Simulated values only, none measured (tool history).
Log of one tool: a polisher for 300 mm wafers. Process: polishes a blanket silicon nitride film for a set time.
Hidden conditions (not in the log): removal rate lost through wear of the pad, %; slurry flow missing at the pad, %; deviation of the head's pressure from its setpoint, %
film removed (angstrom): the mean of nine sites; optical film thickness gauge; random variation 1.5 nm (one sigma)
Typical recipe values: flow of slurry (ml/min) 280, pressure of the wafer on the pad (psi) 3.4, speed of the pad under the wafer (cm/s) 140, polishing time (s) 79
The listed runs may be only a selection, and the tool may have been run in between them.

| run | hour | flow of slurry (ml/min) | pressure of the wafer on the pad (psi) | speed of the pad under the wafer (cm/s) | polishing time (s) | wafers since the last listed run | wafers polished on this pad | hours since the slurry nozzle was cleaned | hours since the head pressure was calibrated | incoming thickness of the incoming film, nm | film removed (angstrom) |
|---|---|---|---|---|---|---|---|---|---|---|---|
| 1 | 0.0 | 280 | 3.4 | 140 | 59 | 0 | 196 | 330.3 | 95.6 | 906.9 | 1121 |
| 2 | 51.6 | 280 | 3.4 | 140 | 79 | 276 | 473 | 381.9 | 147.2 | 901.4 | 1476 |
| 3 | 114.3 | 280 | 3.4 | 140 | 79 | 336 | 810 | 444.6 | 209.9 | 905.5 | 1456 |
| 4 | 146.0 | 280 | 3.4 | 140 | 79 | 170 | 980 | 476.3 | 241.6 | 919.2 | 1435 |
|  | 186.7 | slurry nozzle cleaned |
| 5 | 189.4 | 340 | 3.4 | 140 | 65 | 227 | 1207 | 2.7 | 285.0 | 910.3 | 1170 |
| 6 | 218.4 | 280 | 3.4 | 140 | 79 | 155 | 1363 | 31.7 | 314.0 | 917.9 | 1435 |
|  | 326.4 | worn pad replaced by a new one |
| 7 | 370.9 | 280 | 3.4 | 140 | 79 | 796 | 238 | 184.2 | 466.5 | 899.0 | 1434 |
| 8 | 405.5 | 280 | 3.4 | 140 | 79 | 185 | 424 | 218.8 | 501.1 | 896.2 | 1440 |
| 9 | 444.8 | 280 | 3.4 | 140 | 69 | 210 | 635 | 258.1 | 540.4 | 908.6 | 1258 |
| 10 | 479.8 | 280 | 3.4 | 140 | 69 | 187 | 822 | 293.1 | 575.4 | 889.4 | 1244 |
| 11 | 544.2 | 280 | 3.4 | 140 | 69 | 345 | 1168 | 357.5 | 639.8 | 893.7 | 1212 |
| 12 | 614.2 | 280 | 3.4 | 140 | 79 | 375 | 1544 | 427.5 | 709.8 | 910.7 | 1340 |
| 13 | 656.8 | 280 | 3.4 | 140 | 79 | 228 | 1772 | 470.1 | 752.4 | 892.2 | 1336 |
|  | 663.5 | head pressure recalibrated |
|  | 683.8 | worn pad replaced by a new one |
|  | 702.3 | slurry nozzle cleaned |
| 14 | 716.7 | 280 | 3.4 | 140 | 79 | 283 | 171 | 14.4 | 53.2 | 908.5 | 1494 |
| 15 | 764.2 | 280 | 3.4 | 140 | 79 | 254 | 425 | 61.9 | 100.7 | 914.0 | 1491 |
| 16 | 821.1 | 280 | 3.4 | 140 | 79 | 305 | 731 | 118.8 | 157.6 | 897.7 | 1434 |
| 17 | 875.2 | 280 | 3.4 | 140 | 79 | 290 | 1021 | 172.9 | 211.7 | 900.7 | 1427 |
| 18 | 924.9 | 225 | 4.3 | 140 | 67 | 266 | 1288 | 222.6 | 261.4 | 900.5 | 1471 |
|  | 1026.9 | worn pad replaced by a new one |
| 19 | 1027.7 | 365 | 3.4 | 162 | 99 | 530 | 4 | 325.4 | 364.2 | 917.7 | 2131 |
| 20 | 1096.7 | 195 | 3.4 | 140 | 100 | 370 | 374 | 394.4 | 433.2 | 905.1 | 1759 |
| 21 | 1135.3 | 280 | 4.1 | 140 | 54 | 207 | 581 | 433.0 | 471.8 | 912.2 | 1194 |
| 22 | 1167.1 | 190 | 2.5 | 108 | 70 | 170 | 752 | 464.8 | 503.6 | 895.6 | 719 |
| 23 | 1208.8 | 280 | 3.4 | 96 | 100 | 223 | 975 | 506.5 | 545.3 | 914.2 | 1293 |
|  | 1221.6 | slurry nozzle cleaned |
| 24 | 1239.2 | 280 | 3.4 | 140 | 79 | 157 | 1133 | 17.6 | 575.7 | 903.4 | 1398 |
| 25 | 1308.1 | 240 | 2.9 | 140 | 79 | 369 | 1503 | 86.5 | 644.6 | 895.0 | 1134 |
|  | 1361.1 | worn pad replaced by a new one |
| 26 | 1361.6 | 340 | 4.0 | 100 | 61 | 265 | 2 | 140.0 | 698.1 | 900.6 | 994 |
| 27 | 1424.4 | 280 | 3.4 | 140 | 79 | 337 | 339 | 202.8 | 760.9 | 925.1 | 1423 |
|  | 1453.0 | head pressure recalibrated |
| 28 | 1494.6 | 280 | 3.4 | 140 | 79 | 365 | 705 | 273.0 | 41.6 | 926.2 | 1471 |
| 29 | 1547.2 | 280 | 3.4 | 140 | 61 | 282 | 988 | 325.6 | 94.2 | 908.8 | 1105 |
| 30 | 1574.8 | 280 | 3.8 | 140 | 87 | 148 | 1136 | 353.2 | 121.8 | 907.6 | 1751 |
| 31 | 1617.2 | 315 | 3.4 | 140 | 54 | 227 | 1363 | 395.6 | 164.2 | 900.8 | 998 |
| 32 | 1682.2 | 280 | 3.0 | 140 | 53 | 348 | 1712 | 460.6 | 229.2 | 923.7 | 821 |
|  | 1716.9 | worn pad replaced by a new one |
| 33 | 1717.4 | 280 | 4.1 | 140 | 54 | 167 | 2 | 495.8 | 264.4 | 921.5 | 1234 |
| 34 | 1754.5 | 195 | 3.4 | 122 | 79 | 199 | 202 | 532.9 | 301.5 | 914.2 | 1267 |
| 35 | 1780.1 | 355 | 3.4 | 140 | 79 | 137 | 339 | 558.5 | 327.1 | 909.2 | 1496 |
|  | 1784.3 | slurry nozzle cleaned |
| 36 | 1809.3 | 280 | 3.4 | 140 | 79 | 151 | 490 | 25.0 | 356.3 | 905.9 | 1447 |
| 37 | 1870.3 | 280 | 4.2 | 174 | 57 | 327 | 818 | 86.0 | 417.3 | 900.3 | 1500 |

Branching from run 37: 4 alternative next runs. What would each branch give?
| A | 1870.8 | 280 | 3.4 | 140 | 79 | 2 | 820 | 86.5 | 417.8 | 900.0 | ? |
| B | 1870.8 | 280 | 3.4 | 140 | 66 | 2 | 820 | 86.5 | 417.8 | 900.0 | ? |
| C | 1870.8 | 280 | 2.8 | 124 | 79 | 2 | 820 | 86.5 | 417.8 | 900.0 | ? |
| D | 1870.8 | 280 | 2.3 | 140 | 59 | 2 | 820 | 86.5 | 417.8 | 900.0 | ? |

| run | film removed (angstrom) |
|---|---|
| A | 1433 |
| B | 1197 |
| C | 1071 |
| D | 724 |
Without the tool's hidden state the same runs would have given:
| run | film removed (angstrom) |
|---|---|
| A | 1505 |
| B | 1257 |
| C | 1124 |
| D | 760 |
